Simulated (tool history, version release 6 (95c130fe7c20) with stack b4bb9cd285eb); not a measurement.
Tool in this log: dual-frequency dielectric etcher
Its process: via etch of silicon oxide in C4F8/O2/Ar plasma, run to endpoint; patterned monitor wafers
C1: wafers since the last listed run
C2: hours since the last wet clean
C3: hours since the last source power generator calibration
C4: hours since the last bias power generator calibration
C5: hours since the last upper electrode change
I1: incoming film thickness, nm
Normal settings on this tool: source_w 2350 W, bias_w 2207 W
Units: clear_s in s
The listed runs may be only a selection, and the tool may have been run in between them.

run 1 day=0 | source_w=2350 bias_w=2207 | C1=0 C2=136.4 C3=2018.6 C4=2219.7 C5=2479 | I1=1191.2 | clear_s=216.3
run 2 day=1.1 | source_w=2350 bias_w=2207 | C1=120 C2=162.8 C3=2045 C4=2246.1 C5=2505.4 | I1=1214.8 | clear_s=217.2
run 3 day=3.575 | source_w=2640 bias_w=2207 | C1=270 C2=222.2 C3=2104.4 C4=2305.5 C5=2564.8 | I1=1204.6 | clear_s=208.2
run 4 day=5.812 | source_w=2350 bias_w=2207 | C1=244 C2=275.9 C3=2158.1 C4=2359.2 C5=2618.5 | I1=1219.2 | clear_s=216.7
run 5 day=7.546 | source_w=1950 bias_w=1963 | C1=189 C2=317.5 C3=2199.7 C4=2400.8 C5=2660.1 | I1=1223.5 | clear_s=235.8
run 6 day=8.654 | source_w=1950 bias_w=1963 | C1=121 C2=344.1 C3=2226.3 C4=2427.4 C5=2686.7 | I1=1205.9 | clear_s=230.7
run 7 day=10.525 | source_w=2350 bias_w=2355 | C1=204 C2=389 C3=2271.2 C4=2472.3 C5=2731.6 | I1=1199.8 | clear_s=210.9
run 8 day=13.075 | source_w=2350 bias_w=2371 | C1=278 C2=450.2 C3=2332.4 C4=2533.5 C5=2792.8 | I1=1210.3 | clear_s=209
run 9 day=15.138 | source_w=2350 bias_w=2207 | C1=225 C2=499.7 C3=2381.9 C4=2583 C5=2842.3 | I1=1201.1 | clear_s=209.3
run 10 day=17.754 | source_w=2350 bias_w=2207 | C1=285 C2=562.5 C3=2444.7 C4=2645.8 C5=2905.1 | I1=1208 | clear_s=208.1
run 11 day=19.338 | source_w=2350 bias_w=2207 | C1=173 C2=600.5 C3=2482.7 C4=2683.8 C5=2943.1 | I1=1215.1 | clear_s=212.5
run 12 day=21.65 | source_w=2350 bias_w=2207 | C1=252 C2=656 C3=2538.2 C4=2739.3 C5=2998.6 | I1=1209.5 | clear_s=210
-- day=24.338 upper electrode replaced
-- day=24.412 wet clean of the chamber
run 13 day=24.433 | source_w=2350 bias_w=2207 | C1=186 C2=0.5 C3=2605 C4=2806.1 C5=2.3 | I1=1210.2 | clear_s=217.1
run 14 day=25.329 | source_w=2350 bias_w=2207 | C1=97 C2=22 C3=2626.5 C4=2827.6 C5=23.8 | I1=1211.1 | clear_s=217
run 15 day=27.967 | source_w=2350 bias_w=2207 | C1=288 C2=85.3 C3=2689.8 C4=2890.9 C5=87.1 | I1=1211.6 | clear_s=215.4
run 16 day=29.175 | source_w=2350 bias_w=2207 | C1=132 C2=114.3 C3=2718.8 C4=2919.9 C5=116.1 | I1=1211 | clear_s=215
run 17 day=30.196 | source_w=2650 bias_w=2574 | C1=111 C2=138.8 C3=2743.3 C4=2944.4 C5=140.6 | I1=1204.3 | clear_s=198.8
run 18 day=32.317 | source_w=2640 bias_w=2207 | C1=231 C2=189.7 C3=2794.2 C4=2995.3 C5=191.5 | I1=1217.7 | clear_s=208.5
run 19 day=33.712 | source_w=2890 bias_w=1955 | C1=152 C2=223.2 C3=2827.7 C4=3028.8 C5=225 | I1=1222.4 | clear_s=204.5
run 20 day=41.6 | source_w=2040 bias_w=1671 | C1=861 C2=412.5 C3=3017 C4=3218.1 C5=414.3 | I1=1212.4 | clear_s=230.4
run 21 day=43.708 | source_w=2630 bias_w=2361 | C1=230 C2=463.1 C3=3067.6 C4=3268.7 C5=464.9 | I1=1211.9 | clear_s=202.7
run 22 day=45.667 | source_w=2350 bias_w=2207 | C1=213 C2=510.1 C3=3114.6 C4=3315.7 C5=511.9 | I1=1198.5 | clear_s=206.2
run 23 day=47.892 | source_w=1780 bias_w=2207 | C1=243 C2=563.5 C3=3168 C4=3369.1 C5=565.3 | I1=1199.5 | clear_s=224.5
-- day=49.233 wet clean of the chamber
run 24 day=50.142 | source_w=2350 bias_w=2207 | C1=136 C2=21.8 C3=3222 C4=3423.1 C5=619.3 | I1=1199.8 | clear_s=218.7
run 25 day=53.746 | source_w=2640 bias_w=1828 | C1=393 C2=108.3 C3=3308.5 C4=3509.6 C5=705.8 | I1=1201.2 | clear_s=217.7
-- day=55.404 source power generator calibrated
run 26 day=55.425 | source_w=1970 bias_w=1843 | C1=165 C2=148.6 C3=0.5 C4=3549.9 C5=746.1 | I1=1210.1 | clear_s=234.7
-- day=56.062 bias power generator calibrated
run 27 day=57.554 | source_w=1880 bias_w=1967 | C1=214 C2=199.7 C3=51.6 C4=35.8 C5=797.2 | I1=1198.5 | clear_s=236.8
run 28 day=65.696 | source_w=2130 bias_w=2024 | C1=889 C2=395.1 C3=247 C4=231.2 C5=992.6 | I1=1199.3 | clear_s=224
run 29 day=66.85 | source_w=1940 bias_w=1794 | C1=126 C2=422.8 C3=274.7 C4=258.9 C5=1020.3 | I1=1207.5 | clear_s=237.1
run 30 day=69.046 | source_w=2350 bias_w=2207 | C1=239 C2=475.5 C3=327.4 C4=311.6 C5=1073 | I1=1201 | clear_s=211
-- day=72.696 wet clean of the chamber
run 31 day=72.717 | source_w=2780 bias_w=2735 | C1=291 C2=0.5 C3=415.5 C4=399.7 C5=1161.1 | I1=1193.5 | clear_s=198

Consider 5 possible next runs. They are alternatives, not a sequence: every one starts from the tool as it was left by run 31. What does each give?
run A day=72.738 | source_w=2350 bias_w=2207 | C1=2 C2=1 C3=416 C4=400.2 C5=1161.6 | I1=1208.4 | clear_s=?
run B day=72.738 | source_w=2880 bias_w=1853 | C1=2 C2=1 C3=416 C4=400.2 C5=1161.6 | I1=1208.4 | clear_s=?
run C day=72.738 | source_w=2010 bias_w=1730 | C1=2 C2=1 C3=416 C4=400.2 C5=1161.6 | I1=1208.4 | clear_s=?
run D day=72.738 | source_w=2560 bias_w=1712 | C1=2 C2=1 C3=416 C4=400.2 C5=1161.6 | I1=1208.4 | clear_s=?
run E day=72.738 | source_w=2130 bias_w=2706 | C1=2 C2=1 C3=416 C4=400.2 C5=1161.6 | I1=1208.4 | clear_s=?

run=A clear_s=221.1
run=B clear_s=213.6
run=C clear_s=241.7
run=D clear_s=224.7
run=E clear_s=219.1
With the hidden condition removed and each run's random variation left untouched, the same runs would have given:
run=A clear_s=220.6
run=B clear_s=213.1
run=C clear_s=241.1
run=D clear_s=224.1
run=E clear_s=218.6
